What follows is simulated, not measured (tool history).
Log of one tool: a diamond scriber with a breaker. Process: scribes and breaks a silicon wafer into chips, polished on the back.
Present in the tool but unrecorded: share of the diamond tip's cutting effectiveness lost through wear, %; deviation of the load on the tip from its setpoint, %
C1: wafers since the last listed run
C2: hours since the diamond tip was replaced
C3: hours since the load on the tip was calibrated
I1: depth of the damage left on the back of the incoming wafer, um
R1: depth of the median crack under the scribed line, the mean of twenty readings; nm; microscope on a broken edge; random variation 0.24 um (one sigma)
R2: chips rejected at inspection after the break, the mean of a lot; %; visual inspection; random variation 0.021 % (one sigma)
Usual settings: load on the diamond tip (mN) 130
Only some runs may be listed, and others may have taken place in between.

{"run": 1, "hour": 0.0, "load on the diamond tip (mN)": 130, "C1": 0, "C2": 859.3, "C3": 81.7, "I1": 0.03, "R1": 14860, "R2": 0.53}
{"run": 2, "hour": 97.4, "load on the diamond tip (mN)": 130, "C1": 337, "C2": 956.7, "C3": 179.1, "I1": 0.03, "R1": 15340, "R2": 0.54}
{"run": 3, "hour": 123.1, "load on the diamond tip (mN)": 130, "C1": 89, "C2": 982.4, "C3": 204.8, "I1": 0.01, "R1": 14770, "R2": 0.54}
{"run": 4, "hour": 144.6, "load on the diamond tip (mN)": 130, "C1": 74, "C2": 1003.9, "C3": 226.3, "I1": 0.03, "R1": 14950, "R2": 0.53}
{"run": 5, "hour": 180.3, "load on the diamond tip (mN)": 130, "C1": 123, "C2": 1039.6, "C3": 262, "I1": 0.05, "R1": 14720, "R2": 0.63}
{"run": 6, "hour": 202.4, "load on the diamond tip (mN)": 130, "C1": 76, "C2": 1061.7, "C3": 284.1, "I1": 0.05, "R1": 15230, "R2": 0.57}
{"hour": 215.2, "done": "diamond tip replaced by a new one"}
{"run": 7, "hour": 224.5, "load on the diamond tip (mN)": 130, "C1": 69, "C2": 9.3, "C3": 306.2, "I1": 0.03, "R1": 15620, "R2": 0.67}
{"run": 8, "hour": 249.9, "load on the diamond tip (mN)": 130, "C1": 88, "C2": 34.7, "C3": 331.6, "I1": 0.05, "R1": 15400, "R2": 0.77}
{"run": 9, "hour": 281.5, "load on the diamond tip (mN)": 141, "C1": 109, "C2": 66.3, "C3": 363.2, "I1": 0.05, "R1": 17160, "R2": 2.05}
{"run": 10, "hour": 295.9, "load on the diamond tip (mN)": 142, "C1": 49, "C2": 80.7, "C3": 377.6, "I1": 0.02, "R1": 16770, "R2": 2.1}
{"hour": 370.3, "done": "load on the tip recalibrated"}
{"run": 11, "hour": 374.6, "load on the diamond tip (mN)": 160, "C1": 265, "C2": 159.4, "C3": 4.3, "I1": 0.05, "R1": 17220, "R2": 3.13}
{"run": 12, "hour": 386.7, "load on the diamond tip (mN)": 168, "C1": 41, "C2": 171.5, "C3": 16.4, "I1": 0.02, "R1": 17600, "R2": 4.62}
{"run": 13, "hour": 418.8, "load on the diamond tip (mN)": 142, "C1": 111, "C2": 203.6, "C3": 48.5, "I1": 0.03, "R1": 16190, "R2": 1.02}
{"run": 14, "hour": 438.9, "load on the diamond tip (mN)": 108, "C1": 69, "C2": 223.7, "C3": 68.6, "I1": 0.04, "R1": 12110, "R2": 2.7}
{"run": 15, "hour": 467.8, "load on the diamond tip (mN)": 117, "C1": 100, "C2": 252.6, "C3": 97.5, "I1": 0.02, "R1": 13590, "R2": 1.08}
{"run": 16, "hour": 501.3, "load on the diamond tip (mN)": 161, "C1": 116, "C2": 286.1, "C3": 131, "I1": 0.04, "R1": 17510, "R2": 3.57}

Describe how what the log doesn't record of the tool's condition differs between the last listed run preceding each entry between runs and the first listed run following it.
After run 6, before run 7: diamond tip replaced by a new one (hour 215.2)
  deviation of the load on the tip from its setpoint, %: 5.18 -> 5.87
  measured result minus the result with no hidden state, R1: +630 -> +720 nm; R2: +0.14 -> +0.21 %
After run 10, before run 11: load on the tip recalibrated (hour 370.3)
  deviation of the load on the tip from its setpoint, %: 8.49 -> 0.467
  measured result minus the result with no hidden state, R1: +1090 -> +70 nm; R2: +1.21 -> +0.12 %

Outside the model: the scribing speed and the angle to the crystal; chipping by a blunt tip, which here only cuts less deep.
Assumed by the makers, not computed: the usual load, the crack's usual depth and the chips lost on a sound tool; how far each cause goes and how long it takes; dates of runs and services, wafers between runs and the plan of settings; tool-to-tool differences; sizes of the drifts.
